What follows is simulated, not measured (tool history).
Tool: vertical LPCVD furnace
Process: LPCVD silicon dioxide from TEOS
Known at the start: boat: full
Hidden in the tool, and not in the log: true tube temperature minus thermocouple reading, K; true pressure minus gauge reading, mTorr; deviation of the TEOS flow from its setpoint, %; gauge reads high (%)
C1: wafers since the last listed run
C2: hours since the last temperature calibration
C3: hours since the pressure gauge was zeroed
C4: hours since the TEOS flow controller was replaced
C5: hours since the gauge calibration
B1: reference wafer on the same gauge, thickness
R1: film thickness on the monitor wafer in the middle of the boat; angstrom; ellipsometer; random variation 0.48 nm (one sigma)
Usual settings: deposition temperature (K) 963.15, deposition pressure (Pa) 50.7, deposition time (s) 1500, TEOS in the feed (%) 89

run 1 hour=0 | deposition_temperature_(K)=963.15 deposition_pressure_(Pa)=60 deposition_time_(s)=1500 TEOS_in_the_feed_(%)=89 | C1=0 C2=2836.3 C3=3792 C4=5134.5 C5=568.4 | B1=188.92 | R1=2059.8
-- hour=5.6 gauge calibrated
run 2 hour=19.7 | deposition_temperature_(K)=963.15 deposition_pressure_(Pa)=50.7 deposition_time_(s)=1260 TEOS_in_the_feed_(%)=89 | C1=385 C2=2856 C3=3811.7 C4=5154.2 C5=14.1 | B1=189.18 | R1=1593.2
run 3 hour=48.7 | deposition_temperature_(K)=963.15 deposition_pressure_(Pa)=50.7 deposition_time_(s)=1260 TEOS_in_the_feed_(%)=89 | C1=566 C2=2885 C3=3840.7 C4=5183.2 C5=43.1 | B1=189.01 | R1=1588
run 4 hour=75.7 | deposition_temperature_(K)=963.15 deposition_pressure_(Pa)=43.3 deposition_time_(s)=1500 TEOS_in_the_feed_(%)=89 | C1=527 C2=2912 C3=3867.7 C4=5210.2 C5=70.1 | B1=188.93 | R1=1748.7
-- hour=115.5 TEOS flow controller replaced
run 5 hour=116 | deposition_temperature_(K)=963.15 deposition_pressure_(Pa)=50.7 deposition_time_(s)=1500 TEOS_in_the_feed_(%)=89 | C1=318 C2=2952.3 C3=3908 C4=0.5 C5=110.4 | B1=189.02 | R1=1890.6
run 6 hour=120 | deposition_temperature_(K)=963.15 deposition_pressure_(Pa)=50.7 deposition_time_(s)=1500 TEOS_in_the_feed_(%)=89 | C1=78 C2=2956.3 C3=3912 C4=4.5 C5=114.4 | B1=188.8 | R1=1899.1
run 7 hour=150.7 | deposition_temperature_(K)=963.15 deposition_pressure_(Pa)=50.7 deposition_time_(s)=1500 TEOS_in_the_feed_(%)=89 | C1=600 C2=2987 C3=3942.7 C4=35.2 C5=145.1 | B1=188.94 | R1=1888.8
run 8 hour=182 | deposition_temperature_(K)=963.15 deposition_pressure_(Pa)=50.7 deposition_time_(s)=1500 TEOS_in_the_feed_(%)=89 | C1=611 C2=3018.3 C3=3974 C4=66.5 C5=176.4 | B1=188.91 | R1=1885.3
run 9 hour=212.8 | deposition_temperature_(K)=963.15 deposition_pressure_(Pa)=44 deposition_time_(s)=1500 TEOS_in_the_feed_(%)=89 | C1=601 C2=3049.1 C3=4004.8 C4=97.3 C5=207.2 | B1=188.97 | R1=1766.9
run 10 hour=229 | deposition_temperature_(K)=963.15 deposition_pressure_(Pa)=50.7 deposition_time_(s)=1500 TEOS_in_the_feed_(%)=89 | C1=316 C2=3065.3 C3=4021 C4=113.5 C5=223.4 | B1=189.17 | R1=1897.7
run 11 hour=255.5 | deposition_temperature_(K)=963.15 deposition_pressure_(Pa)=50.7 deposition_time_(s)=1140 TEOS_in_the_feed_(%)=89 | C1=517 C2=3091.8 C3=4047.5 C4=140 C5=249.9 | B1=188.89 | R1=1443
run 12 hour=280.2 | deposition_temperature_(K)=967.15 deposition_pressure_(Pa)=56.7 deposition_time_(s)=1110 TEOS_in_the_feed_(%)=97 | C1=482 C2=3116.5 C3=4072.2 C4=164.7 C5=274.6 | B1=189.03 | R1=1708.7
run 13 hour=300 | deposition_temperature_(K)=963.15 deposition_pressure_(Pa)=50.7 deposition_time_(s)=1500 TEOS_in_the_feed_(%)=89 | C1=386 C2=3136.3 C3=4092 C4=184.5 C5=294.4 | B1=188.99 | R1=1893.1
run 14 hour=318.3 | deposition_temperature_(K)=974.15 deposition_pressure_(Pa)=43.3 deposition_time_(s)=1500 TEOS_in_the_feed_(%)=73 | C1=357 C2=3154.6 C3=4110.3 C4=202.8 C5=312.7 | B1=189.16 | R1=2069.1
-- hour=351.6 thermocouples replaced and temperature profile calibrated
run 15 hour=352.1 | deposition_temperature_(K)=963.15 deposition_pressure_(Pa)=50.7 deposition_time_(s)=1500 TEOS_in_the_feed_(%)=89 | C1=191 C2=0.5 C3=4144.1 C4=236.6 C5=346.5 | B1=189.1 | R1=1782.3
run 16 hour=356.9 | deposition_temperature_(K)=954.15 deposition_pressure_(Pa)=50.7 deposition_time_(s)=1500 TEOS_in_the_feed_(%)=97 | C1=93 C2=5.3 C3=4148.9 C4=241.4 C5=351.3 | B1=189.14 | R1=1508.2
run 17 hour=375.9 | deposition_temperature_(K)=963.15 deposition_pressure_(Pa)=50.7 deposition_time_(s)=1500 TEOS_in_the_feed_(%)=89 | C1=371 C2=24.3 C3=4167.9 C4=260.4 C5=370.3 | B1=189.07 | R1=1785.7
run 18 hour=427.4 | deposition_temperature_(K)=963.15 deposition_pressure_(Pa)=61.3 deposition_time_(s)=1290 TEOS_in_the_feed_(%)=74 | C1=1006 C2=75.8 C3=4219.4 C4=311.9 C5=421.8 | B1=188.95 | R1=1538.4
run 19 hour=461.6 | deposition_temperature_(K)=956.15 deposition_pressure_(Pa)=60.7 deposition_time_(s)=2040 TEOS_in_the_feed_(%)=97 | C1=668 C2=110 C3=4253.6 C4=346.1 C5=456 | B1=188.78 | R1=2350
run 20 hour=474.5 | deposition_temperature_(K)=963.15 deposition_pressure_(Pa)=58.7 deposition_time_(s)=1500 TEOS_in_the_feed_(%)=73 | C1=252 C2=122.9 C3=4266.5 C4=359 C5=468.9 | B1=188.98 | R1=1747
-- hour=479.7 gauge calibrated
-- hour=501.4 pressure gauge zeroed
run 21 hour=501.9 | deposition_temperature_(K)=951.15 deposition_pressure_(Pa)=50.7 deposition_time_(s)=930 TEOS_in_the_feed_(%)=89 | C1=66 C2=150.3 C3=0.5 C4=386.4 C5=22.2 | B1=188.92 | R1=830.1
run 22 hour=523.2 | deposition_temperature_(K)=953.15 deposition_pressure_(Pa)=55.3 deposition_time_(s)=960 TEOS_in_the_feed_(%)=89 | C1=416 C2=171.6 C3=21.8 C4=407.7 C5=43.5 | B1=188.82 | R1=942.6
run 23 hour=550.3 | deposition_temperature_(K)=957.15 deposition_pressure_(Pa)=50.7 deposition_time_(s)=1740 TEOS_in_the_feed_(%)=97 | C1=529 C2=198.7 C3=48.9 C4=434.8 C5=70.6 | B1=188.83 | R1=1890.3
run 24 hour=587 | deposition_temperature_(K)=963.15 deposition_pressure_(Pa)=50.7 deposition_time_(s)=990 TEOS_in_the_feed_(%)=73 | C1=717 C2=235.4 C3=85.6 C4=471.5 C5=107.3 | B1=189 | R1=1071.2
run 25 hour=606.2 | deposition_temperature_(K)=963.15 deposition_pressure_(Pa)=60.7 deposition_time_(s)=1500 TEOS_in_the_feed_(%)=89 | C1=375 C2=254.6 C3=104.8 C4=490.7 C5=126.5 | B1=189.23 | R1=1961.4
run 26 hour=638.9 | deposition_temperature_(K)=963.15 deposition_pressure_(Pa)=50.7 deposition_time_(s)=1500 TEOS_in_the_feed_(%)=95 | C1=639 C2=287.3 C3=137.5 C4=523.4 C5=159.2 | B1=188.92 | R1=1858.4
run 27 hour=653.3 | deposition_temperature_(K)=963.15 deposition_pressure_(Pa)=54 deposition_time_(s)=1500 TEOS_in_the_feed_(%)=97 | C1=281 C2=301.7 C3=151.9 C4=537.8 C5=173.6 | B1=189.07 | R1=1941.1
run 28 hour=685.1 | deposition_temperature_(K)=963.15 deposition_pressure_(Pa)=50.7 deposition_time_(s)=1500 TEOS_in_the_feed_(%)=72 | C1=621 C2=333.5 C3=183.7 C4=569.6 C5=205.4 | B1=189.19 | R1=1610.7
run 29 hour=705.9 | deposition_temperature_(K)=963.15 deposition_pressure_(Pa)=50.7 deposition_time_(s)=960 TEOS_in_the_feed_(%)=75 | C1=406 C2=354.3 C3=204.5 C4=590.4 C5=226.2 | B1=188.91 | R1=1053.7
run 30 hour=728 | deposition_temperature_(K)=963.15 deposition_pressure_(Pa)=58.7 deposition_time_(s)=1650 TEOS_in_the_feed_(%)=89 | C1=431 C2=376.4 C3=226.6 C4=612.5 C5=248.3 | B1=188.81 | R1=2135.7
run 31 hour=743.4 | deposition_temperature_(K)=975.15 deposition_pressure_(Pa)=50.7 deposition_time_(s)=2040 TEOS_in_the_feed_(%)=97 | C1=300 C2=391.8 C3=242 C4=627.9 C5=263.7 | B1=188.97 | R1=3390.2
run 32 hour=765.5 | deposition_temperature_(K)=956.15 deposition_pressure_(Pa)=50.7 deposition_time_(s)=1500 TEOS_in_the_feed_(%)=97 | C1=431 C2=413.9 C3=264.1 C4=650 C5=285.8 | B1=188.95 | R1=1591

Forecast each of these 3 alternatives for the next run:
run A hour=769.7 | deposition_temperature_(K)=963.15 deposition_pressure_(Pa)=50.7 deposition_time_(s)=1500 TEOS_in_the_feed_(%)=89 | C1=82 C2=418.1 C3=268.3 C4=654.2 C5=290 | B1=? | R1=?
run B hour=769.7 | deposition_temperature_(K)=952.15 deposition_pressure_(Pa)=40.7 deposition_time_(s)=1500 TEOS_in_the_feed_(%)=89 | C1=82 C2=418.1 C3=268.3 C4=654.2 C5=290 | B1=? | R1=?
run C hour=769.7 | deposition_temperature_(K)=963.15 deposition_pressure_(Pa)=58 deposition_time_(s)=1290 TEOS_in_the_feed_(%)=89 | C1=82 C2=418.1 C3=268.3 C4=654.2 C5=290 | B1=? | R1=?

run=A B1=188.74 R1=1800.1
run=B B1=188.74 R1=1238.4
run=C B1=188.74 R1=1656.3
Without the tool's hidden state the same runs would have given:
run=A R1=1782.4
run=B R1=1226
run=C R1=1640
